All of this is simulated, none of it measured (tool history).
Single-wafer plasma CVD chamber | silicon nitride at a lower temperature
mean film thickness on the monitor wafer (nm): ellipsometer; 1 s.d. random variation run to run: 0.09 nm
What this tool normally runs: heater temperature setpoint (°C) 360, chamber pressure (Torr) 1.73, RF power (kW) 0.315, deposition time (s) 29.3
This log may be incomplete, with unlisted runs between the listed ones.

run	day	heater temperature setpoint (°C)	chamber pressure (Torr)	RF power (kW)	deposition time (s)	read-back reference wafer on the same gauge, thickness_nm	mean film thickness on the monitor wafer (nm)
1	0.000	360	1.73	0.315	29.3	31.003	38.158
# day 1.179: capacitance manometer re-zeroed and calibrated
# day 1.300: showerhead replaced
2	1.388	360	1.73	0.315	29.3	31.003	36.973
3	2.400	360	1.73	0.315	29.3	31.016	37.094
4	3.771	360	1.73	0.315	29.3	31.009	37.109
# day 4.833: thermocouple changed; heater temperature recalibrated
5	5.071	360	1.73	0.315	29.3	30.978	37.063
6	6.262	360	1.73	0.315	29.3	30.983	36.784
7	7.117	360	1.73	0.270	29.3	31.003	33.600
8	8.508	360	1.73	0.270	29.3	30.994	33.540
9	9.229	360	1.73	0.370	29.3	31.013	40.324
10	10.646	360	1.73	0.315	29.3	31.001	36.633
11	11.479	360	1.73	0.255	26.1	31.014	28.722
12	12.946	360	1.87	0.330	29.3	31.008	38.805
13	13.792	360	1.73	0.315	29.3	31.019	36.548
14	14.992	368	1.73	0.330	29.3	30.993	37.363
15	15.821	360	1.73	0.315	29.3	30.988	36.456
16	17.183	364	2.00	0.255	35.0	30.972	40.306
# day 18.750: RF generator calibrated
17	18.771	360	1.73	0.315	29.3	30.990	38.207
18	19.412	360	1.48	0.315	25.9	30.978	31.612
19	20.708	375	1.55	0.300	29.3	31.015	35.297
# day 21.508: gauge calibrated
20	21.612	372	1.73	0.270	31.1	30.994	36.747
21	23.012	348	1.73	0.315	29.3	31.004	38.438
22	24.029	351	1.44	0.315	29.3	30.994	35.410
23	24.754	374	1.73	0.340	29.3	31.004	39.936
24	25.712	367	1.73	0.315	23.6	30.986	30.751
25	27.196	360	1.73	0.315	29.3	31.007	38.192
26	28.654	360	1.93	0.315	29.3	31.010	39.915
27	29.558	360	1.73	0.315	29.3	30.981	38.323
28	30.500	360	1.73	0.315	29.3	30.973	38.171
29	31.396	360	1.73	0.315	29.3	30.998	38.184

Each run again, without the hidden state but with its own random variation kept:
Hidden conditions of the tool in this case: wafer temperature above the value expected at the setpoint (K); delivered RF power above the setpoint (%); true pressure above the setpoint (%); gauge reads high (%).
run	mean film thickness on the monitor wafer (nm)
1	38.235
2	38.268
3	38.436
4	38.509
5	38.517
6	38.278
7	35.078
8	35.075
9	42.016
10	38.317
11	30.153
12	40.687
13	38.375
14	39.268
15	38.376
16	42.635
17	38.299
18	31.680
19	35.374
20	36.835
21	38.522
22	35.477
23	40.013
24	30.817
25	38.275
26	40.012
27	38.408
28	38.257
29	38.272
